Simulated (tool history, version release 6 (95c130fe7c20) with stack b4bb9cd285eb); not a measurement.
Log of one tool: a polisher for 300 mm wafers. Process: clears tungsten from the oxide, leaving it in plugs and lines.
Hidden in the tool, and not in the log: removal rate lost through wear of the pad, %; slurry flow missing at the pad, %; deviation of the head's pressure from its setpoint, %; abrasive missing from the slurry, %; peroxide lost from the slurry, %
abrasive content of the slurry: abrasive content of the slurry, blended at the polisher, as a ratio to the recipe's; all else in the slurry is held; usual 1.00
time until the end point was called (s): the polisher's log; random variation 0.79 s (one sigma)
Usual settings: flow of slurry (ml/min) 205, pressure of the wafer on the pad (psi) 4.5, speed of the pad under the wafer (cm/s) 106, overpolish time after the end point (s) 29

run,day,flow of slurry (ml/min),pressure of the wafer on the pad (psi),speed of the pad under the wafer (cm/s),abrasive content of the slurry,overpolish time after the end point (s),wafers since the last listed run,wafers polished on this pad,hours since the slurry nozzle was cleaned,hours since the head pressure was calibrated,hours since the slurry blender was calibrated,hours since the slurry got fresh peroxide,"incoming thickness of the incoming film, nm",time until the end point was called (s)
1,0.000,205,5.4,106,1.00,29,0,282,110.0,551.0,71.1,134.6,517.5,59.2
# day 5.288: slurry nozzle cleaned
# day 5.654: slurry tank refilled with fresh slurry and peroxide
# day 6.658: slurry blender recalibrated
2,7.658,205,4.5,106,1.00,29,966,1248,56.9,734.8,24.0,48.1,518.0,70.0
# day 8.929: worn pad replaced by a new one
3,11.842,205,4.5,106,1.00,29,518,375,157.3,835.2,124.4,148.5,517.9,70.2
4,13.608,205,4.5,106,1.00,29,227,603,199.7,877.6,166.8,190.9,528.1,72.9
5,15.608,205,4.5,106,1.00,29,257,861,247.7,925.6,214.8,238.9,512.4,70.4
# day 16.175: slurry nozzle cleaned
# day 16.675: slurry tank refilled with fresh slurry and peroxide
# day 16.717: head pressure recalibrated
6,17.554,205,4.5,106,1.00,29,234,1096,33.1,20.1,261.5,21.1,523.4,74.8
# day 18.412: slurry blender recalibrated
# day 20.338: worn pad replaced by a new one
7,21.333,205,4.5,106,1.00,29,455,128,123.8,110.8,70.1,111.8,516.2,69.5
8,22.467,205,4.5,106,1.00,29,146,274,151.0,138.0,97.3,139.0,525.0,70.5
9,24.288,205,4.5,106,1.00,29,234,509,194.7,181.7,141.0,182.7,524.8,72.8
10,25.546,205,4.5,106,1.00,29,162,671,224.9,211.9,171.2,212.9,517.1,72.0
# day 27.108: slurry nozzle cleaned
# day 27.225: slurry tank refilled with fresh slurry and peroxide
11,27.967,205,4.5,106,1.00,29,301,972,20.6,270.0,229.3,17.8,521.3,74.1
# day 30.196: slurry blender recalibrated
12,30.371,205,4.5,132,1.25,29,299,1272,78.3,327.7,4.2,75.5,513.6,55.0
# day 30.800: worn pad replaced by a new one
13,31.908,205,4.5,106,1.00,29,176,143,115.2,364.6,41.1,112.4,520.2,69.7
14,33.146,205,4.5,106,1.00,29,159,302,144.9,394.3,70.8,142.1,519.2,70.7
15,34.567,205,4.9,106,1.00,29,183,486,179.0,428.4,104.9,176.2,524.0,66.3
16,36.517,155,5.5,82,1.00,17,251,737,225.8,475.2,151.7,223.0,523.1,80.4
# day 37.342: slurry tank refilled with fresh slurry and peroxide
# day 38.450: slurry nozzle cleaned
17,39.258,205,4.5,106,1.00,29,342,1080,19.4,541.0,217.5,46.0,519.5,73.6
18,41.392,205,3.4,80,1.00,29,275,1355,70.6,592.2,268.7,97.2,514.7,120.4
# day 41.817: slurry blender recalibrated
# day 42.150: worn pad replaced by a new one
19,43.279,230,4.5,106,1.00,19,211,145,115.9,637.5,35.1,142.5,524.6,69.3
20,45.533,205,4.5,106,1.25,29,290,436,170.0,691.6,89.2,196.6,517.5,68.3
21,47.838,205,4.5,106,1.00,29,297,733,225.3,746.9,144.5,251.9,518.2,71.2
# day 48.400: head pressure recalibrated
# day 49.046: slurry nozzle cleaned
# day 49.558: slurry tank refilled with fresh slurry and peroxide
22,50.700,205,4.5,132,0.85,23,347,1081,39.7,55.2,213.2,27.4,523.2,62.5
# day 53.512: slurry blender recalibrated
23,53.562,205,4.5,90,1.00,29,358,1439,108.4,123.9,1.2,96.1,521.0,80.0

Measured less the same run without the tool's hidden state. The same run-to-run variation is in both; the gauge's scatter may not be:
run,time until the end point was called (s)
1,+1.3
2,+0.6
3,+2.2
4,+3.0
5,+3.7
6,+4.7
7,+1.6
8,+2.1
9,+2.8
10,+3.3
11,+4.4
12,+0.2
13,+0.8
14,+1.3
15,+1.6
16,+2.8
17,+3.7
18,+7.6
19,+0.7
20,+1.5
21,+2.3
22,+3.1
23,+0.8

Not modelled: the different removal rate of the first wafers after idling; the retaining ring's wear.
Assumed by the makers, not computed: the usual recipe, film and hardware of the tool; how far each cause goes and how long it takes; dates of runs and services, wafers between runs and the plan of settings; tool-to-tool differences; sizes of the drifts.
